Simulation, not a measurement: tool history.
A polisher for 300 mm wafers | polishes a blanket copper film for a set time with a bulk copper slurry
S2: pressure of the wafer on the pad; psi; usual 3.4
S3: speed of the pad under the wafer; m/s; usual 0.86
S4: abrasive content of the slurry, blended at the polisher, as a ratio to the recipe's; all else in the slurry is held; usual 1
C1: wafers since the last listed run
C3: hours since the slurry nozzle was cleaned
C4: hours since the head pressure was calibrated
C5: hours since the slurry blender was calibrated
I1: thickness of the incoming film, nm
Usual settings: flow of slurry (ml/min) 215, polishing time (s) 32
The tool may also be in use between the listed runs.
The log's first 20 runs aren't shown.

run 21 hour=943.2 | flow_of_slurry_(ml/min)=275 S2=3.4 S3=0.64 S4=1 polishing_time_(s)=32 | C1=414 wafers_polished_on_this_pad=3304 C3=252.3 C4=229.6 C5=318.1 | I1=4687.9 | film_removed_(nm)=283.3
run 22 hour=972.5 | flow_of_slurry_(ml/min)=215 S2=2.5 S3=1.16 S4=1.1 polishing_time_(s)=26 | C1=395 wafers_polished_on_this_pad=3700 C3=281.6 C4=258.9 C5=347.4 | I1=4861.6 | film_removed_(nm)=255.9
-- hour=995.3 head pressure recalibrated
-- hour=1013.7 worn pad replaced by a new one
-- hour=1023.9 slurry blender recalibrated
run 23 hour=1025 | flow_of_slurry_(ml/min)=190 S2=3.4 S3=0.86 S4=1 polishing_time_(s)=36 | C1=600 wafers_polished_on_this_pad=125 C3=334.1 C4=29.7 C5=1.1 | I1=4765.2 | film_removed_(nm)=384
run 24 hour=1093.4 | flow_of_slurry_(ml/min)=170 S2=4.5 S3=0.86 S4=1 polishing_time_(s)=37 | C1=923 wafers_polished_on_this_pad=1049 C3=402.5 C4=98.1 C5=69.5 | I1=4822.7 | film_removed_(nm)=430
run 25 hour=1128.8 | flow_of_slurry_(ml/min)=215 S2=3.4 S3=0.86 S4=1 polishing_time_(s)=32 | C1=477 wafers_polished_on_this_pad=1527 C3=437.9 C4=133.5 C5=104.9 | I1=4752 | film_removed_(nm)=327.8
run 26 hour=1166.9 | flow_of_slurry_(ml/min)=215 S2=3.4 S3=0.86 S4=1.15 polishing_time_(s)=32 | C1=514 wafers_polished_on_this_pad=2041 C3=476 C4=171.6 C5=143 | I1=4787.9 | film_removed_(nm)=331.9
run 27 hour=1236.3 | flow_of_slurry_(ml/min)=215 S2=2.3 S3=0.86 S4=0.85 polishing_time_(s)=32 | C1=937 wafers_polished_on_this_pad=2978 C3=545.4 C4=241 C5=212.4 | I1=4686 | film_removed_(nm)=246.7
-- hour=1251.1 slurry nozzle cleaned
-- hour=1293.7 worn pad replaced by a new one
run 28 hour=1294.2 | flow_of_slurry_(ml/min)=215 S2=2.7 S3=0.86 S4=0.7 polishing_time_(s)=36 | C1=714 wafers_polished_on_this_pad=6 C3=43.1 C4=298.9 C5=270.3 | I1=4767.3 | film_removed_(nm)=326.1
-- hour=1315 head pressure recalibrated
run 29 hour=1337.7 | flow_of_slurry_(ml/min)=215 S2=3.9 S3=1.08 S4=1.2 polishing_time_(s)=42 | C1=560 wafers_polished_on_this_pad=566 C3=86.6 C4=22.7 C5=313.8 | I1=4807.6 | film_removed_(nm)=553.8

Run 30 comes next. What will it give?
run 30 hour=1380.3 | flow_of_slurry_(ml/min)=275 S2=4.6 S3=0.86 S4=1 polishing_time_(s)=32 | C1=575 wafers_polished_on_this_pad=1141 C3=129.2 C4=65.3 C5=356.4 | I1=4724.8 | film_removed_(nm)=?

film removed (nm): 409
Without the tool's hidden state the same run would have given film removed (nm) 426.8.
